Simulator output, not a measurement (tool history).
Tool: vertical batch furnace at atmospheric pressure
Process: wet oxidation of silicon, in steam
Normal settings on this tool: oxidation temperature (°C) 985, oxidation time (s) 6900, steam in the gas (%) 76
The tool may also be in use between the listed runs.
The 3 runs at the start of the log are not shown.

| run | hour | oxidation temperature (°C) | oxidation time (s) | steam in the gas (%) | wafers since the last listed run | hours since the last temperature calibration | hours since the steam generator was serviced | hours since the gauge calibration | read-back reference wafer on the same gauge, thickness | oxide thickness on the monitor wafer (nm) |
|---|---|---|---|---|---|---|---|---|---|---|
| 4 | 273.3 | 985 | 5010 | 76 | 766 | 2867.6 | 1369.4 | 1101.1 | 485.05 | 392.25 |
| 5 | 313.5 | 985 | 6900 | 81 | 498 | 2907.8 | 1409.6 | 1141.3 | 485.34 | 506.96 |
| 6 | 379.3 | 985 | 6900 | 76 | 816 | 2973.6 | 1475.4 | 1207.1 | 485.59 | 491.23 |
| 7 | 418.1 | 985 | 6900 | 76 | 481 | 3012.4 | 1514.2 | 1245.9 | 486.22 | 494.66 |
| 8 | 611.9 | 976 | 6900 | 69 | 2403 | 3206.2 | 1708.0 | 1439.7 | 484.41 | 425.45 |
| 9 | 647.2 | 985 | 5550 | 68 | 437 | 3241.5 | 1743.3 | 1475.0 | 484.61 | 388.41 |
|  | 676.3 | gauge calibrated |
| 10 | 710.9 | 985 | 5550 | 68 | 789 | 3305.2 | 1807.0 | 34.6 | 485.11 | 387.85 |
| 11 | 739.4 | 985 | 5550 | 68 | 353 | 3333.7 | 1835.5 | 63.1 | 485.38 | 388.20 |
| 12 | 804.4 | 985 | 6900 | 76 | 806 | 3398.7 | 1900.5 | 128.1 | 485.28 | 489.92 |
| 13 | 871.6 | 985 | 6900 | 76 | 833 | 3465.9 | 1967.7 | 195.3 | 484.68 | 491.94 |
| 14 | 914.0 | 985 | 6900 | 76 | 525 | 3508.3 | 2010.1 | 237.7 | 484.84 | 486.84 |
|  | 949.6 | steam generator serviced |
| 15 | 950.1 | 985 | 6900 | 76 | 150 | 3544.4 | 0.5 | 273.8 | 484.10 | 477.89 |
| 16 | 1018.4 | 985 | 6900 | 76 | 847 | 3612.7 | 68.8 | 342.1 | 485.23 | 476.67 |
| 17 | 1052.3 | 985 | 6900 | 76 | 420 | 3646.6 | 102.7 | 376.0 | 484.94 | 471.42 |
| 18 | 1086.0 | 985 | 6900 | 76 | 417 | 3680.3 | 136.4 | 409.7 | 485.72 | 477.01 |
| 19 | 1130.5 | 967 | 9540 | 76 | 551 | 3724.8 | 180.9 | 454.2 | 484.63 | 522.04 |
| 20 | 1187.2 | 985 | 6900 | 76 | 703 | 3781.5 | 237.6 | 510.9 | 484.60 | 476.01 |

Run 21 is up next; what results do you expect?
|  | 1234.1 | thermocouples replaced and temperature profile calibrated |
| 21 | 1241.8 | 985 | 3840 | 76 | 379 | 7.7 | 292.2 | 565.5 | ? | ? |

{"run 21": {"read-back reference wafer on the same gauge, thickness": 485.33, "oxide thickness on the monitor wafer (nm)": 311.71}}
Were there no unlogged condition in the tool, this run, its random variation unchanged, would have produced oxide thickness on the monitor wafer (nm) 331.00.

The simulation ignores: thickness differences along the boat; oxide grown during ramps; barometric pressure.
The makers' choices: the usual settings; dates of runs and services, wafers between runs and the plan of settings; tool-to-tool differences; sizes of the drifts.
